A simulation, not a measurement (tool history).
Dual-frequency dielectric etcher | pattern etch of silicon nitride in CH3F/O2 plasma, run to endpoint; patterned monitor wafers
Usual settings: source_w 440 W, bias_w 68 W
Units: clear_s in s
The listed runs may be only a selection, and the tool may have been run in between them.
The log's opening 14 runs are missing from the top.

run    hour  source_w  bias_w  incoming incoming film thickness, nm  clear_s
 15  1219.6       440      68                                  83.8     87.5
     1226.0  -- bias power generator calibrated
 16  1323.0       440      68                                  83.3     87.7
 17  1382.3       340      68                                  84.1     92.6
 18  1468.1       440      76                                  83.8     84.6
 19  1504.4       520      78                                  83.8     81.4
 20  1585.1       500      79                                  84.7     83.4
     1640.5  -- wet clean of the chamber
 21  1712.5       440      58                                  83.3     95.1
     1735.4  -- source power generator calibrated
 22  1814.3       440      68                                  84.0     88.5
 23  1879.2       330      75                                  84.2     88.2
 24  1920.2       440      68                                  83.8     89.3
 25  1969.7       440      68                                  83.9     89.8
 26  2072.4       440      68                                  83.8     90.6
 27  2128.1       540      83                                  83.5     79.2
 28  2168.2       440      53                                  83.5    105.4
 29  2230.1       360      51                                  84.8    114.1
     2282.6  -- wet clean of the chamber
 30  2319.0       440      68                                  83.1     86.0
 31  2402.4       470      84                                  83.7     77.1
 32  2478.4       490      55                                  83.1     96.9
 33  2537.3       470      53                                  84.1    101.6
 34  2583.9       440      54                                  83.8    102.3

5 options for the next run, each taken on its own from the tool as it stands now. Forecast them:
  A  2584.4       440      68                                  83.8        ?
  B  2584.4       400      53                                  83.8        ?
  C  2584.4       480      79                                  83.8        ?
  D  2584.4       330      59                                  83.8        ?
  E  2584.4       440      61                                  83.8        ?

run  clear_s
  A     88.5
  B    103.6
  C     80.4
  D     99.8
  E     94.1
With the hidden condition removed and each run's random variation left untouched, the same runs would have given:
run  clear_s
  A     86.0
  B    100.6
  C     78.1
  D     96.9
  E     91.4

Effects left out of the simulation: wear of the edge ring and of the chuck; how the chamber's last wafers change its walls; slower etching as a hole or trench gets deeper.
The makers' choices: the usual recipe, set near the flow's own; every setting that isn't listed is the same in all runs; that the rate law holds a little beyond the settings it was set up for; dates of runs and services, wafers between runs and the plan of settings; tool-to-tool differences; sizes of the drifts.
